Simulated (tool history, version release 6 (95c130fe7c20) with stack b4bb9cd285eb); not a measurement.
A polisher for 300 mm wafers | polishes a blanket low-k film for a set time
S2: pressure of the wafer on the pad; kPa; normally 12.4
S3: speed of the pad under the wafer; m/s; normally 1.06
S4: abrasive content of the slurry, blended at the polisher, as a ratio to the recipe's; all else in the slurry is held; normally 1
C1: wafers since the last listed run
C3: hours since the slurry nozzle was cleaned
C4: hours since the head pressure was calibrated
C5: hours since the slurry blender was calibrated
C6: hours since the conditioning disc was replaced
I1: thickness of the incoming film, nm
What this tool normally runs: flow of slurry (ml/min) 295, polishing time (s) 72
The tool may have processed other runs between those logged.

Run 1, hour 0: usual settings but S2 10.3 kPa; C1 0; wafers polished on this pad 8320; C3 344.7; C4 64.8; C5 22.8; C6 667.4; I1 467.3. Result: film removed (angstrom) 277.
Run 2, hour 60.5: usual settings; C1 648; wafers polished on this pad 8968; C3 405.2; C4 125.3; C5 83.3; C6 727.9; I1 471.9. Result: film removed (angstrom) 317.
Run 3, hour 96.8: usual settings; C1 388; wafers polished on this pad 9357; C3 441.5; C4 161.6; C5 119.6; C6 764.2; I1 468. Result: film removed (angstrom) 318.
At hour 147.2: worn pad replaced by a new one.
At hour 166.4: conditioning disc replaced and pad reconditioned.
Run 4, hour 183.8: usual settings but S2 13.8 kPa, S3 0.82 m/s, polishing time (s) 79; C1 867; wafers polished on this pad 370; C3 528.5; C4 248.6; C5 206.6; C6 17.4; I1 472. Result: film removed (angstrom) 307.
Run 5, hour 243.7: usual settings; C1 641; wafers polished on this pad 1011; C3 588.4; C4 308.5; C5 266.5; C6 77.3; I1 469.5. Result: film removed (angstrom) 320.
Run 6, hour 301.5: usual settings but S2 15.9 kPa, S3 0.84 m/s; C1 619; wafers polished on this pad 1630; C3 646.2; C4 366.3; C5 324.3; C6 135.1; I1 476.5. Result: film removed (angstrom) 314.
At hour 383.4: slurry nozzle cleaned.
Run 7, hour 407.4: usual settings but polishing time (s) 80; C1 1123; wafers polished on this pad 2754; C3 24; C4 472.2; C5 430.2; C6 241; I1 479.4. Result: film removed (angstrom) 351.
Run 8, hour 458.6: usual settings; C1 548; wafers polished on this pad 3302; C3 75.2; C4 523.4; C5 481.4; C6 292.2; I1 473.7. Result: film removed (angstrom) 322.
Run 9, hour 540.6: usual settings; C1 878; wafers polished on this pad 4181; C3 157.2; C4 605.4; C5 563.4; C6 374.2; I1 466.2. Result: film removed (angstrom) 309.
Run 10, hour 597.8: usual settings but S4 1.2; C1 612; wafers polished on this pad 4794; C3 214.4; C4 662.6; C5 620.6; C6 431.4; I1 471.5. Result: film removed (angstrom) 349.
Run 11, hour 649.3: usual settings but S4 0.75; C1 551; wafers polished on this pad 5345; C3 265.9; C4 714.1; C5 672.1; C6 482.9; I1 476.9. Result: film removed (angstrom) 270.
At hour 662.7: head pressure recalibrated.
Run 12, hour 744: usual settings but S3 1.4 m/s; C1 992; wafers polished on this pad 6338; C3 360.6; C4 81.3; C5 766.8; C6 577.6; I1 469.6. Result: film removed (angstrom) 388.
Run 13, hour 808.8: usual settings but flow of slurry (ml/min) 365, S4 0.75, polishing time (s) 49; C1 694; wafers polished on this pad 7032; C3 425.4; C4 146.1; C5 831.6; C6 642.4; I1 473.5. Result: film removed (angstrom) 188.
Run 14, hour 860.6: usual settings but S3 0.9 m/s, S4 1.15, polishing time (s) 88; C1 554; wafers polished on this pad 7587; C3 477.2; C4 197.9; C5 883.4; C6 694.2; I1 467.3. Result: film removed (angstrom) 358.
At hour 883.9: conditioning disc replaced and pad reconditioned.
At hour 906.4: slurry blender recalibrated.
Run 15, hour 960.6: usual settings but S4 0.7; C1 1028; wafers polished on this pad 8615; C3 577.2; C4 297.9; C5 54.2; C6 76.7; I1 468.5. Result: film removed (angstrom) 256.
Run 16, hour 1006.6: usual settings; C1 492; wafers polished on this pad 9108; C3 623.2; C4 343.9; C5 100.2; C6 122.7; I1 463.7. Result: film removed (angstrom) 321.
At hour 1070.5: worn pad replaced by a new one.
At hour 1263.5: slurry nozzle cleaned.
Run 17, hour 1304: usual settings but flow of slurry (ml/min) 195, S2 15.2 kPa, S3 1.34 m/s, S4 0.75; C1 3132; wafers polished on this pad 2490; C3 40.5; C4 641.3; C5 397.6; C6 420.1; I1 470.9. Result: film removed (angstrom) 366.
Run 18, hour 1365.1: usual settings but S2 9 kPa, polishing time (s) 94; C1 654; wafers polished on this pad 3144; C3 101.6; C4 702.4; C5 458.7; C6 481.2; I1 477.2. Result: film removed (angstrom) 325.
Run 19, hour 1453.2: usual settings but S3 0.74 m/s, S4 1.1; C1 943; wafers polished on this pad 4088; C3 189.7; C4 790.5; C5 546.8; C6 569.3; I1 468.3. Result: film removed (angstrom) 252.
Run 20, hour 1524.9: usual settings but S4 0.8; C1 768; wafers polished on this pad 4856; C3 261.4; C4 862.2; C5 618.5; C6 641; I1 471.1. Result: film removed (angstrom) 278.
At hour 1556.8: head pressure recalibrated.
Run 21, hour 1584.6: usual settings; C1 618; wafers polished on this pad 5474; C3 321.1; C4 27.8; C5 678.2; C6 700.7; I1 466.5. Result: film removed (angstrom) 329.
Run 22, hour 1652.1: usual settings but S2 9.7 kPa, S3 0.74 m/s; C1 723; wafers polished on this pad 6197; C3 388.6; C4 95.3; C5 745.7; C6 768.2; I1 465.4. Result: film removed (angstrom) 194.
At hour 1670.4: slurry blender recalibrated.
Run 23, hour 1695: usual settings but polishing time (s) 91; C1 438; wafers polished on this pad 6635; C3 431.5; C4 138.2; C5 24.6; C6 811.1; I1 476.9. Result: film removed (angstrom) 403.
Run 24, hour 1754.2: usual settings but flow of slurry (ml/min) 395; C1 634; wafers polished on this pad 7269; C3 490.7; C4 197.4; C5 83.8; C6 870.3; I1 478.5. Result: film removed (angstrom) 329.
At hour 1804.4: conditioning disc replaced and pad reconditioned.
Run 25, hour 1855.5: usual settings but flow of slurry (ml/min) 390, S3 1.18 m/s; C1 1063; wafers polished on this pad 8333; C3 592; C4 298.7; C5 185.1; C6 51.1; I1 464. Result: film removed (angstrom) 360.
Run 26, hour 1910.8: usual settings; C1 592; wafers polished on this pad 8925; C3 647.3; C4 354; C5 240.4; C6 106.4; I1 471.8. Result: film removed (angstrom) 322.

Consider 3 possible next runs. They are alternatives, not a sequence: every one starts from the tool as it was left by run 26. What does each give?
Run A, hour 1911.2: usual settings; C1 4; wafers polished on this pad 8929; C3 647.7; C4 354.4; C5 240.8; C6 106.8; I1 471.5. Result: film removed (angstrom) ?.
Run B, hour 1911.2: usual settings but flow of slurry (ml/min) 250; C1 4; wafers polished on this pad 8929; C3 647.7; C4 354.4; C5 240.8; C6 106.8; I1 471.5. Result: film removed (angstrom) ?.
Run C, hour 1911.2: usual settings but flow of slurry (ml/min) 235; C1 4; wafers polished on this pad 8929; C3 647.7; C4 354.4; C5 240.8; C6 106.8; I1 471.5. Result: film removed (angstrom) ?.

run  film removed (angstrom)
  A                      320
  B                      314
  C                      312
Without the tool's hidden state the same runs would have given:
run  film removed (angstrom)
  A                      320
  B                      314
  C                      312

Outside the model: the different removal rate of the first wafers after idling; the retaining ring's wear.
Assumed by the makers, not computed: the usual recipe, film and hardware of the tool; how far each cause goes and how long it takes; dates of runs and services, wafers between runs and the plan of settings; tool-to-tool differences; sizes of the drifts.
